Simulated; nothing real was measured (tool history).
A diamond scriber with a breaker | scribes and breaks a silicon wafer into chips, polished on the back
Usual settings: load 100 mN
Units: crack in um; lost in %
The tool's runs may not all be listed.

run    hour  load  incoming depth of the damage left on the back of the incoming wafer, um  crack  lost
  1       0   100                                                                     0.04  11.02  1.76
  2    54.1   100                                                                     0.01  10.91  1.68
  3    82.2   100                                                                     0.05  11.06  1.93
  4   150.4   100                                                                     0.02   10.9  1.92
  5   186.3   100                                                                     0.02  10.66  2.12
  6   229.8   117                                                                     0.02   11.2  1.69
      308.6  -- diamond tip replaced by a new one
  7   313.1   100                                                                     0.02  11.09   1.5
  8   362.9   100                                                                     0.03  11.23  1.69
  9   412.2    81                                                                     0.01   9.23  4.79
 10     506   100                                                                     0.05  10.87  1.97
 11   555.9   100                                                                     0.05  10.56  2.14
 12   603.1   100                                                                     0.02   9.96  2.29
 13   636.6   100                                                                     0.02  10.27  2.34
      642.8  -- diamond tip replaced by a new one
      672.8  -- load on the tip recalibrated
 14   807.9   112                                                                     0.03  11.26  1.94
 15   869.2   100                                                                     0.03  10.78  2.16
 16   908.4   100                                                                     0.02  10.43  1.95
 17   991.2   100                                                                     0.04  10.23  2.86
       1042  -- diamond tip replaced by a new one
 18  1046.4   100                                                                     0.03  10.96  1.64
 19  1076.6   100                                                                     0.01  11.07  1.76
 20  1118.5   115                                                                     0.02   12.4  2.08
 21  1176.6    84                                                                     0.04   9.55  3.45
 22  1212.8    82                                                                     0.03   9.15  4.69
 23  1239.4   116                                                                     0.05  11.96  1.97
 24  1272.1   124                                                                     0.02  12.25  2.88
 25    1302   110                                                                     0.05  11.24  1.65
 26  1344.7   100                                                                     0.02  10.29  2.18
 27  1385.4   120                                                                     0.03  11.29   1.8
 28  1420.5   100                                                                     0.03   9.88  2.98
     1484.1  -- diamond tip replaced by a new one
 29  1484.6   109                                                                     0.03  11.57  1.85
 30  1540.1   121                                                                     0.04  11.92  2.99
 31  1575.3   108                                                                     0.04  11.45  1.68
 32  1626.1   125                                                                     0.03   12.6  2.66
 33  1658.2    88                                                                     0.03   9.62  3.12
 34  1705.3    85                                                                     0.03   9.05  4.69
 35  1740.9   100                                                                     0.03  10.28  2.31
 36  1789.5   100                                                                     0.02  10.08   2.2
 37  1816.4   128                                                                     0.01  11.69  2.24
 38  1854.5   100                                                                     0.04   9.46  3.14
     1878.7  -- diamond tip replaced by a new one
 39    1886    88                                                                     0.02   9.91  2.78
 40  1933.5   127                                                                     0.01  13.09  3.76

Measured less the same run without the tool's hidden state. The same run-to-run variation is in both; the gauge's scatter may not be:
The hidden state here: share of the diamond tip's cutting effectiveness lost through wear, %; deviation of the load on the tip from its setpoint, %.
run  crack   lost
  1  -0.16  +0.02
  2  -0.28  +0.05
  3  -0.36   +0.1
  4  -0.63  +0.25
  5  -0.78  +0.43
  6   -1.1  -1.08
  7  -0.07     +0
  8  -0.09  +0.01
  9  -0.13  +0.44
 10  -0.39  +0.12
 11  -0.57  +0.26
 12  -0.75  +0.48
 13  -0.96  +0.67
 14   -0.4   -0.4
 15  -0.58  +0.27
 16  -0.73  +0.37
 17  -1.19  +1.08
 18  -0.09     +0
 19   -0.1  +0.01
 20  -0.16  -0.17
 21  -0.21  +0.48
 22  -0.27  +0.87
 23  -0.46  -0.53
 24   -0.6  -1.13
 25  -0.69   -0.4
 26  -0.84  +0.51
 27  -1.19  -1.44
 28  -1.29  +1.27
 29  -0.24  -0.18
 30  -0.27  -0.51
 31  -0.31  -0.19
 32  -0.46  -0.74
 33  -0.43   +0.8
 34  -0.54  +1.55
 35  -0.76  +0.47
 36  -0.99  +0.67
 37  -1.33  -2.41
 38  -1.33  +1.45
 39  -0.05  +0.09
 40   -0.1  -0.19

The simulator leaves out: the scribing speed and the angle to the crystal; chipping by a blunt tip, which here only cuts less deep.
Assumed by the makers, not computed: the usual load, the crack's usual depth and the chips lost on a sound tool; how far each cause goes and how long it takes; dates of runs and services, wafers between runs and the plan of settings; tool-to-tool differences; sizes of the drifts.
